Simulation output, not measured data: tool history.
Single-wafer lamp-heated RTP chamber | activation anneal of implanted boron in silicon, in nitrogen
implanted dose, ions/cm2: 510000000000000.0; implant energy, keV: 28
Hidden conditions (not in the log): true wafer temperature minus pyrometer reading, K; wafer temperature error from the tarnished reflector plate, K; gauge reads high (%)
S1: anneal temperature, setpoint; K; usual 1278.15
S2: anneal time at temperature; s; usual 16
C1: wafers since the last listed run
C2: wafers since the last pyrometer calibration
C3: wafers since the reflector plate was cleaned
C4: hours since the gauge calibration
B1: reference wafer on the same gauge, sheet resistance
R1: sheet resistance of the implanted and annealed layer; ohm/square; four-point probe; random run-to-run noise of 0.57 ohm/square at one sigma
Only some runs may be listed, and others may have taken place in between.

| run | hour | S1 | S2 | C1 | C2 | C3 | C4 | B1 | R1 |
|---|---|---|---|---|---|---|---|---|---|
| 1 | 0 | 1270.15 | 16 | 0 | 2234 | 3371 | 485 | 194.02 | 221.14 |
| 2 | 37.4 | 1270.15 | 16 | 432 | 2667 | 3804 | 522.4 | 194 | 220.28 |
|  | 52.3 | reflector plate cleaned |
| 3 | 100 | 1278.15 | 13 | 631 | 3299 | 552 | 585 | 194.06 | 221.92 |
| 4 | 148.9 | 1278.15 | 13 | 565 | 3864 | 1118 | 633.9 | 194.04 | 222.02 |
| 5 | 191.4 | 1278.15 | 16 | 491 | 4356 | 1609 | 676.4 | 194.13 | 219.85 |
| 6 | 220.7 | 1278.15 | 16 | 339 | 4695 | 1948 | 705.7 | 194.15 | 221.33 |
| 7 | 245.5 | 1278.15 | 8 | 286 | 4982 | 2235 | 730.5 | 193.95 | 222.44 |
| 8 | 297 | 1278.15 | 8 | 595 | 5578 | 2831 | 782 | 194 | 221.79 |
| 9 | 359.6 | 1278.15 | 8 | 724 | 6302 | 3556 | 844.6 | 193.93 | 219.63 |
|  | 402.9 | reflector plate cleaned |
|  | 414.3 | gauge calibrated |
| 10 | 421.2 | 1300.15 | 16 | 620 | 6922 | 211 | 6.9 | 194.03 | 216.13 |
|  | 476.8 | pyrometer window cleaned and pyrometer calibrated |
| 11 | 477.3 | 1301.15 | 13 | 556 | 6 | 767 | 63 | 194.04 | 217.21 |
| 12 | 509.4 | 1301.15 | 13 | 371 | 377 | 1139 | 95.1 | 193.97 | 217.33 |
| 13 | 556.7 | 1278.15 | 16 | 547 | 924 | 1686 | 142.4 | 194.03 | 219.8 |
| 14 | 666.6 | 1250.15 | 18 | 1271 | 2196 | 2958 | 252.3 | 194.11 | 233.89 |
|  | 698.8 | reflector plate cleaned |
| 15 | 721 | 1301.15 | 23 | 536 | 2733 | 257 | 306.7 | 193.99 | 215.92 |
| 16 | 746.5 | 1278.15 | 13 | 295 | 3028 | 552 | 332.2 | 194.08 | 221.93 |
| 17 | 794.6 | 1299.15 | 16 | 556 | 3584 | 1108 | 380.3 | 194.05 | 217.76 |
| 18 | 818.6 | 1293.15 | 23 | 277 | 3862 | 1386 | 404.3 | 194.09 | 216.51 |
| 19 | 869.6 | 1289.15 | 16 | 590 | 4452 | 1976 | 455.3 | 193.82 | 217.35 |
| 20 | 903.5 | 1251.15 | 20 | 392 | 4844 | 2368 | 489.2 | 193.95 | 234.31 |
| 21 | 949.1 | 1299.15 | 13 | 527 | 5372 | 2896 | 534.8 | 194.05 | 216.37 |
|  | 1011.5 | pyrometer window cleaned and pyrometer calibrated |
| 22 | 1012 | 1278.15 | 7 | 635 | 6 | 3531 | 597.7 | 193.86 | 220.7 |
|  | 1034.6 | reflector plate cleaned |
| 23 | 1069.2 | 1287.15 | 10 | 569 | 575 | 400 | 654.9 | 193.99 | 220.74 |
| 24 | 1108.6 | 1293.15 | 10 | 455 | 1031 | 856 | 694.3 | 193.99 | 218.78 |

4 options for the next run, each taken on its own from the tool as it stands now. Forecast them:
| A | 1109 | 1278.15 | 16 | 4 | 1035 | 860 | 694.7 | ? | ? |
| B | 1109 | 1251.15 | 12 | 4 | 1035 | 860 | 694.7 | ? | ? |
| C | 1109 | 1294.15 | 24 | 4 | 1035 | 860 | 694.7 | ? | ? |
| D | 1109 | 1291.15 | 11 | 4 | 1035 | 860 | 694.7 | ? | ? |

| run | B1 | R1 |
|---|---|---|
| A | 193.89 | 220.65 |
| B | 193.89 | 242.25 |
| C | 193.89 | 215.85 |
| D | 193.89 | 218.4 |
Take away the tool's hidden state, keep each run's random variation, and the runs would have read:
| run | R1 |
|---|---|
| A | 221.02 |
| B | 243.64 |
| C | 216.02 |
| D | 218.62 |
